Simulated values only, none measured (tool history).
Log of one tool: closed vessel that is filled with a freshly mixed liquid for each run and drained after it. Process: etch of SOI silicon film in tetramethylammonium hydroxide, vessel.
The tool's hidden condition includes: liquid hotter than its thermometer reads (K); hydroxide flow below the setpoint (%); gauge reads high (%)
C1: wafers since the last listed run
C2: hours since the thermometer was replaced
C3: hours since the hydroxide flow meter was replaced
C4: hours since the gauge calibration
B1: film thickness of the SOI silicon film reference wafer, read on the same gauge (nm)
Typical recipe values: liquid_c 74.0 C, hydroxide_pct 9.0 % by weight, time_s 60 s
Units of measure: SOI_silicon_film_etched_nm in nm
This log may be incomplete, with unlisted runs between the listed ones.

run 1 day=0.000 | liquid_c=74.0 hydroxide_pct=9.0 time_s=60 | C1=0 C2=1007.2 C3=892.8 C4=252.7 | B1=30.03 | SOI_silicon_film_etched_nm=552.66
run 2 day=6.975 | liquid_c=74.0 hydroxide_pct=9.0 time_s=60 | C1=19240 C2=1174.6 C3=1060.2 C4=420.1 | B1=30.01 | SOI_silicon_film_etched_nm=557.00
run 3 day=8.896 | liquid_c=74.0 hydroxide_pct=9.0 time_s=60 | C1=5298 C2=1220.7 C3=1106.3 C4=466.2 | B1=30.00 | SOI_silicon_film_etched_nm=556.80
run 4 day=11.188 | liquid_c=74.0 hydroxide_pct=9.0 time_s=60 | C1=6321 C2=1275.7 C3=1161.3 C4=521.2 | B1=30.01 | SOI_silicon_film_etched_nm=559.40
run 5 day=13.542 | liquid_c=74.0 hydroxide_pct=9.0 time_s=60 | C1=6493 C2=1332.2 C3=1217.8 C4=577.7 | B1=29.98 | SOI_silicon_film_etched_nm=560.98
run 6 day=17.688 | liquid_c=69.5 hydroxide_pct=11.0 time_s=60 | C1=11436 C2=1431.7 C3=1317.3 C4=677.2 | B1=30.00 | SOI_silicon_film_etched_nm=403.19
run 7 day=21.975 | liquid_c=74.0 hydroxide_pct=9.0 time_s=60 | C1=11826 C2=1534.6 C3=1420.2 C4=780.1 | B1=30.06 | SOI_silicon_film_etched_nm=560.95
run 8 day=24.738 | liquid_c=67.0 hydroxide_pct=11.0 time_s=70 | C1=7620 C2=1600.9 C3=1486.5 C4=846.4 | B1=29.98 | SOI_silicon_film_etched_nm=406.91
run 9 day=27.846 | liquid_c=79.5 hydroxide_pct=9.0 time_s=30 | C1=8574 C2=1675.5 C3=1561.1 C4=921.0 | B1=30.00 | SOI_silicon_film_etched_nm=383.77
-- day=28.750 gauge calibrated
run 10 day=30.225 | liquid_c=74.0 hydroxide_pct=9.0 time_s=60 | C1=6562 C2=1732.6 C3=1618.2 C4=35.4 | B1=29.95 | SOI_silicon_film_etched_nm=564.08
-- day=30.442 hydroxide flow meter replaced
-- day=32.354 thermometer replaced
run 11 day=34.067 | liquid_c=81.5 hydroxide_pct=9.5 time_s=75 | C1=10367 C2=41.1 C3=87.0 C4=127.6 | B1=30.02 | SOI_silicon_film_etched_nm=1011.29
run 12 day=36.742 | liquid_c=74.0 hydroxide_pct=9.0 time_s=70 | C1=7378 C2=105.3 C3=151.2 C4=191.8 | B1=29.96 | SOI_silicon_film_etched_nm=634.28
run 13 day=38.683 | liquid_c=74.0 hydroxide_pct=9.0 time_s=60 | C1=5356 C2=151.9 C3=197.8 C4=238.4 | B1=30.01 | SOI_silicon_film_etched_nm=542.02
run 14 day=42.117 | liquid_c=74.0 hydroxide_pct=8.0 time_s=35 | C1=9470 C2=234.3 C3=280.2 C4=320.8 | B1=30.01 | SOI_silicon_film_etched_nm=328.38
run 15 day=44.329 | liquid_c=74.0 hydroxide_pct=9.0 time_s=30 | C1=6103 C2=287.4 C3=333.3 C4=373.9 | B1=30.03 | SOI_silicon_film_etched_nm=272.18

4 ways to go on from here, each from the tool as it stands after run 15. What would each give?
run A day=44.358 | liquid_c=74.0 hydroxide_pct=9.0 time_s=60 | C1=80 C2=288.1 C3=334.0 C4=374.6 | B1=? | SOI_silicon_film_etched_nm=?
run B day=44.358 | liquid_c=79.0 hydroxide_pct=7.0 time_s=60 | C1=80 C2=288.1 C3=334.0 C4=374.6 | B1=? | SOI_silicon_film_etched_nm=?
run C day=44.358 | liquid_c=79.5 hydroxide_pct=11.5 time_s=80 | C1=80 C2=288.1 C3=334.0 C4=374.6 | B1=? | SOI_silicon_film_etched_nm=?
run D day=44.358 | liquid_c=74.0 hydroxide_pct=10.0 time_s=60 | C1=80 C2=288.1 C3=334.0 C4=374.6 | B1=? | SOI_silicon_film_etched_nm=?

run=A B1=29.99 SOI_silicon_film_etched_nm=541.34
run=B B1=29.99 SOI_silicon_film_etched_nm=776.04
run=C B1=29.99 SOI_silicon_film_etched_nm=899.59
run=D B1=29.99 SOI_silicon_film_etched_nm=519.45
Take away the tool's hidden state, keep each run's random variation, and the runs would have read:
run=A SOI_silicon_film_etched_nm=534.86
run=B SOI_silicon_film_etched_nm=767.02
run=C SOI_silicon_film_etched_nm=889.16
run=D SOI_silicon_film_etched_nm=513.24
